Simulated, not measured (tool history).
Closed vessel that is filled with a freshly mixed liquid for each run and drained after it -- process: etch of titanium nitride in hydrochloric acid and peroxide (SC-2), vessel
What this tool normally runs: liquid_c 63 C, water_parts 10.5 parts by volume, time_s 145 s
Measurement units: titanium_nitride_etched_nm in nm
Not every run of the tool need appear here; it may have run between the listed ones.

run    day  liquid_c  water_parts  time_s  read-back film thickness of the titanium nitride reference wafer, read on the same gauge (nm)  titanium_nitride_etched_nm
  1      0      60.5         10.5     145                                                                                          60.05                         3.6
  2  0.404        68         10.5     215                                                                                          60.01                        8.47
  3  1.079        68         10.5     215                                                                                          60.01                        8.41
  4  1.796        63         10.5     145                                                                                          60.05                        4.16
  5  2.142        63         10.5     145                                                                                          59.96                        4.16
  6  2.646        63         10.5     145                                                                                          60.06                        4.15
  7  3.258        63         10.5     145                                                                                             60                        4.15
  8    3.9        63         10.5     145                                                                                          59.99                         4.9
  9  5.171        70         10.5     145                                                                                          59.99                        7.43
 10  5.542        55         14.5     145                                                                                          59.98                         2.2
 11  6.121        63         10.5     145                                                                                          60.01                        4.88
 12  6.738        63         10.5     145                                                                                          59.95                        5.41
 13  7.396        72         12.5     185                                                                                          59.97                       10.19
 14  7.892      68.5           13     145                                                                                          59.95                        6.25
 15  8.262      59.5         14.5      75                                                                                          60.06                        1.69
 16    8.8      59.5         14.5      75                                                                                          60.01                        1.69
 17  9.504        63            6      90                                                                                          59.94                        5.18
 18  10.05        63         10.5     120                                                                                          59.95                        4.43

Missing from the log above: 4 entries noted between runs. For each, name the pair of listed runs it sits between and say how the tool's hidden condition differs from the listed run just before to the listed run just after:
In the gap between runs 7 and 8: thermometer replaced (day 3.4)
  liquid colder than its thermometer reads (K): 2.97 -> 0.28; chemicals flow below the setpoint (%): 12.9 -> 13
  measured minus no-state result, titanium_nitride_etched_nm: -1.46 -> -0.71 nm
In the gap between runs 8 and 9: new drum of peroxide connected (day 4.988)
  liquid colder than its thermometer reads (K): 0.28 -> 0.322; chemicals flow below the setpoint (%): 13 -> 13.2
  measured minus no-state result, titanium_nitride_etched_nm: -0.71 -> -1.12 nm
In the gap between runs 11 and 12: chemicals flow meter replaced (day 6.346)
  liquid colder than its thermometer reads (K): 0.353 -> 0.374; chemicals flow below the setpoint (%): 13.4 -> 1.42
  measured minus no-state result, titanium_nitride_etched_nm: -0.75 -> -0.2 nm
In the gap between runs 13 and 14: gauge calibrated (day 7.45)
  liquid colder than its thermometer reads (K): 0.395 -> 0.412; chemicals flow below the setpoint (%): 1.53 -> 1.62
  measured minus no-state result, titanium_nitride_etched_nm: -0.39 -> -0.25 nm
